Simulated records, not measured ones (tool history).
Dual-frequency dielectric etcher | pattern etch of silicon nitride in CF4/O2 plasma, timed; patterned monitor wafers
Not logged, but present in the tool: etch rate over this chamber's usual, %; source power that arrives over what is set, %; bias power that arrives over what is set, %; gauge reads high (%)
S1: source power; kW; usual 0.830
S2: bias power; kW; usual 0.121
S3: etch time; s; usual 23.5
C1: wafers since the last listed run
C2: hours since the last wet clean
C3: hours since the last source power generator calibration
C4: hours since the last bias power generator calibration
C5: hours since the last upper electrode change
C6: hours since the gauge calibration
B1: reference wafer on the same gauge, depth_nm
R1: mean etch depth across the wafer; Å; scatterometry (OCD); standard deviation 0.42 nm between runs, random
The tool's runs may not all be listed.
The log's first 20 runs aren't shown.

run	hour	S1	S2	S3	C1	C2	C3	C4	C5	C6	B1	R1
21	1459.4	0.960	0.103	23.5	1255	125.8	1609.2	1123.6	523.8	1380.1	58.1	712
22	1512.4	0.700	0.131	23.5	698	178.8	1662.2	1176.6	576.8	1433.1	58.2	555
23	1610.8	0.830	0.121	23.5	1297	277.2	1760.6	1275.0	675.2	1531.5	58.2	640
24	1684.8	0.630	0.106	29.0	975	351.2	1834.6	1349.0	749.2	1605.5	58.1	554
25	1773.6	0.830	0.121	21.0	1170	440.0	1923.4	1437.8	838.0	1694.3	58.3	560
26	1827.8	0.980	0.148	18.5	714	494.2	1977.6	1492.0	892.2	1748.5	58.2	631
27	1963.5	0.990	0.139	20.0	1789	629.9	2113.3	1627.7	1027.9	1884.2	58.2	669
# hour 2009.8: wet clean of the chamber
28	2021.9	1.010	0.121	29.5	453	12.1	2171.7	1686.1	1086.3	1942.6	58.2	1012
29	2123.3	0.830	0.121	17.5	1336	113.5	2273.1	1787.5	1187.7	2044.0	58.3	478
30	2217.9	0.830	0.121	17.0	1247	208.1	2367.7	1882.1	1282.3	2138.6	58.2	462

Branching from run 30: 4 alternative next runs. What would each branch give?
A	2218.3	1.040	0.121	23.5	5	208.5	2368.1	1882.5	1282.7	2139.0	?	?
B	2218.3	0.760	0.121	27.0	5	208.5	2368.1	1882.5	1282.7	2139.0	?	?
C	2218.3	0.970	0.135	27.0	5	208.5	2368.1	1882.5	1282.7	2139.0	?	?
D	2218.3	0.950	0.093	19.0	5	208.5	2368.1	1882.5	1282.7	2139.0	?	?

run	B1	R1
A	58.2	810
B	58.2	669
C	58.2	900
D	58.2	546
With no hidden state in the tool, these same runs would have given:
run	R1
A	819
B	677
C	910
D	552
